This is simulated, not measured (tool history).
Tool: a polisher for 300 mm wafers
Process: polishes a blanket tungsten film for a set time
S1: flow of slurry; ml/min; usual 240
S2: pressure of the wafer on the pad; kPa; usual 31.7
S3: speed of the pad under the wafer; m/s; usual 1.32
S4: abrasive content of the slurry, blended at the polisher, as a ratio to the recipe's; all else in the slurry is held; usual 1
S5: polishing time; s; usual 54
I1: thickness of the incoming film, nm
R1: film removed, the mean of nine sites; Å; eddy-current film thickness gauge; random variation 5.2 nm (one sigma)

{"run": 1, "hour": 0.0, "S1": 240, "S2": 31.7, "S3": 1.32, "S4": 1, "S5": 54, "I1": 1247.2, "R1": 3537}
{"hour": 2.8, "done": "slurry tank refilled with fresh slurry and peroxide"}
{"run": 2, "hour": 25.9, "S1": 240, "S2": 31.7, "S3": 1.32, "S4": 1, "S5": 54, "I1": 1235.5, "R1": 4181}
{"run": 3, "hour": 61.1, "S1": 240, "S2": 31.7, "S3": 1.32, "S4": 1, "S5": 54, "I1": 1233.3, "R1": 4026}
{"hour": 76.6, "done": "worn pad replaced by a new one"}
{"hour": 80.7, "done": "slurry blender recalibrated"}
{"run": 4, "hour": 88.2, "S1": 240, "S2": 31.7, "S3": 1.32, "S4": 1, "S5": 54, "I1": 1223.2, "R1": 3913}
{"run": 5, "hour": 107.3, "S1": 240, "S2": 31.7, "S3": 1.32, "S4": 1, "S5": 54, "I1": 1277.3, "R1": 3658}
{"hour": 120.0, "done": "slurry tank refilled with fresh slurry and peroxide"}
{"run": 6, "hour": 125.0, "S1": 240, "S2": 25.5, "S3": 1.32, "S4": 1, "S5": 54, "I1": 1267.1, "R1": 3351}
{"run": 7, "hour": 147.5, "S1": 240, "S2": 25.5, "S3": 1.32, "S4": 1, "S5": 54, "I1": 1243.5, "R1": 3306}
{"hour": 159.6, "done": "worn pad replaced by a new one"}
{"run": 8, "hour": 170.7, "S1": 240, "S2": 25.5, "S3": 1.32, "S4": 1, "S5": 54, "I1": 1253, "R1": 3379}
{"hour": 185.7, "done": "slurry nozzle cleaned"}
{"run": 9, "hour": 199.0, "S1": 295, "S2": 31.7, "S3": 1.32, "S4": 1, "S5": 54, "I1": 1253.9, "R1": 4017}
{"run": 10, "hour": 214.5, "S1": 295, "S2": 31.7, "S3": 1.32, "S4": 1, "S5": 54, "I1": 1228.7, "R1": 3931}
{"hour": 221.0, "done": "slurry blender recalibrated"}
{"hour": 228.1, "done": "slurry tank refilled with fresh slurry and peroxide"}
{"run": 11, "hour": 246.8, "S1": 240, "S2": 31.7, "S3": 1.32, "S4": 1, "S5": 54, "I1": 1237.6, "R1": 4227}
{"hour": 251.2, "done": "worn pad replaced by a new one, of another model than before"}
{"run": 12, "hour": 276.6, "S1": 240, "S2": 31.7, "S3": 1.66, "S4": 1, "S5": 54, "I1": 1249.6, "R1": 4577}
{"run": 13, "hour": 290.4, "S1": 165, "S2": 25.5, "S3": 1.32, "S4": 1.3, "S5": 54, "I1": 1255.8, "R1": 3588}
{"run": 14, "hour": 304.8, "S1": 285, "S2": 40.7, "S3": 1.32, "S4": 1, "S5": 54, "I1": 1242.1, "R1": 4731}
{"run": 15, "hour": 323.0, "S1": 240, "S2": 27.6, "S3": 1.74, "S4": 1, "S5": 54, "I1": 1261.4, "R1": 4001}
{"hour": 344.7, "done": "slurry tank refilled with fresh slurry and peroxide"}
{"run": 16, "hour": 346.2, "S1": 240, "S2": 37.9, "S3": 1.32, "S4": 1.15, "S5": 54, "I1": 1248.8, "R1": 4762}
{"hour": 351.3, "done": "worn pad replaced by a new one"}
{"hour": 360.6, "done": "head pressure recalibrated"}
{"hour": 360.9, "done": "slurry blender recalibrated"}
{"run": 17, "hour": 370.9, "S1": 240, "S2": 31.7, "S3": 1.32, "S4": 1.2, "S5": 54, "I1": 1246.8, "R1": 4214}
{"run": 18, "hour": 386.9, "S1": 240, "S2": 37.2, "S3": 1.32, "S4": 1, "S5": 54, "I1": 1257.2, "R1": 4652}
{"run": 19, "hour": 420.6, "S1": 240, "S2": 31.7, "S3": 1.32, "S4": 1, "S5": 54, "I1": 1255.5, "R1": 3894}
{"hour": 440.6, "done": "slurry tank refilled with fresh slurry and peroxide"}
{"hour": 445.9, "done": "worn pad replaced by a new one"}
{"run": 20, "hour": 446.7, "S1": 240, "S2": 31.7, "S3": 1.32, "S4": 1.2, "S5": 62, "I1": 1242.6, "R1": 4804}
{"run": 21, "hour": 466.5, "S1": 240, "S2": 35.9, "S3": 1.32, "S4": 1, "S5": 54, "I1": 1258.1, "R1": 4470}

5 ways to go on from here, each from the tool as it stands after run 21. What would each give?
{"run": "A", "hour": 466.9, "S1": 240, "S2": 31.7, "S3": 1.04, "S4": 1, "S5": 54, "I1": 1250.9, "R1": "?"}
{"run": "B", "hour": 466.9, "S1": 240, "S2": 31.7, "S3": 1.32, "S4": 1.3, "S5": 54, "I1": 1250.9, "R1": "?"}
{"run": "C", "hour": 466.9, "S1": 240, "S2": 31.7, "S3": 1.66, "S4": 0.9, "S5": 69, "I1": 1250.9, "R1": "?"}
{"run": "D", "hour": 466.9, "S1": 240, "S2": 31.7, "S3": 1.32, "S4": 0.9, "S5": 54, "I1": 1250.9, "R1": "?"}
{"run": "E", "hour": 466.9, "S1": 240, "S2": 39.3, "S3": 1.32, "S4": 1, "S5": 54, "I1": 1250.9, "R1": "?"}

run=A R1=3696
run=B R1=4409
run=C R1=5908
run=D R1=4070
run=E R1=4846
Without the tool's hidden state the same runs would have given:
run=A R1=3768
run=B R1=4494
run=C R1=6022
run=D R1=4149
run=E R1=4940

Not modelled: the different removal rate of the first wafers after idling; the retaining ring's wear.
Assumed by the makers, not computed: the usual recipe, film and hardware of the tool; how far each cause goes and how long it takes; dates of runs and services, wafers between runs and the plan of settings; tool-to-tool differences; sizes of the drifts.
